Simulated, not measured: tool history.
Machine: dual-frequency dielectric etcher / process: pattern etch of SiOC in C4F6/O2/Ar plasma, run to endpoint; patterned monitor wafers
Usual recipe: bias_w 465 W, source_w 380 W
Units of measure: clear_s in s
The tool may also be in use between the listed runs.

| run | hour | bias_w | source_w | incoming incoming film thickness, nm | clear_s |
|---|---|---|---|---|---|
| 1 | 0.0 | 465 | 380 | 29.98 | 9.8 |
| 2 | 47.2 | 465 | 380 | 30.04 | 9.8 |
| 3 | 87.3 | 430 | 430 | 29.80 | 9.6 |
| 4 | 114.1 | 465 | 380 | 30.02 | 9.8 |
| 5 | 146.5 | 465 | 380 | 30.08 | 9.8 |
| 6 | 204.9 | 465 | 380 | 30.12 | 9.9 |
| 7 | 274.2 | 465 | 380 | 29.91 | 9.9 |
| 8 | 342.8 | 465 | 380 | 30.03 | 9.9 |
| 9 | 380.1 | 465 | 380 | 30.21 | 10.0 |
| 10 | 412.7 | 465 | 380 | 29.73 | 9.8 |
| 11 | 462.4 | 417 | 380 | 29.86 | 10.3 |
|  | 494.1 | wet clean of the chamber |
| 12 | 507.2 | 417 | 380 | 29.87 | 10.2 |
| 13 | 539.4 | 465 | 380 | 30.05 | 9.8 |
| 14 | 609.7 | 395 | 280 | 30.23 | 11.9 |
| 15 | 646.3 | 500 | 310 | 29.98 | 10.3 |
| 16 | 693.8 | 465 | 340 | 29.83 | 10.2 |
|  | 762.1 | bias power generator calibrated |
|  | 844.4 | upper electrode replaced |
| 17 | 900.1 | 414 | 470 | 29.81 | 9.7 |
|  | 948.4 | source power generator calibrated |
|  | 979.6 | wet clean of the chamber |
| 18 | 980.1 | 465 | 380 | 29.86 | 9.9 |

Forecast run 19:
| 19 | 1027.2 | 465 | 420 | 30.10 | ? |

clear_s: 9.6 s
Minus the tool's unlogged condition, the same run would have read clear_s 9.6 s.

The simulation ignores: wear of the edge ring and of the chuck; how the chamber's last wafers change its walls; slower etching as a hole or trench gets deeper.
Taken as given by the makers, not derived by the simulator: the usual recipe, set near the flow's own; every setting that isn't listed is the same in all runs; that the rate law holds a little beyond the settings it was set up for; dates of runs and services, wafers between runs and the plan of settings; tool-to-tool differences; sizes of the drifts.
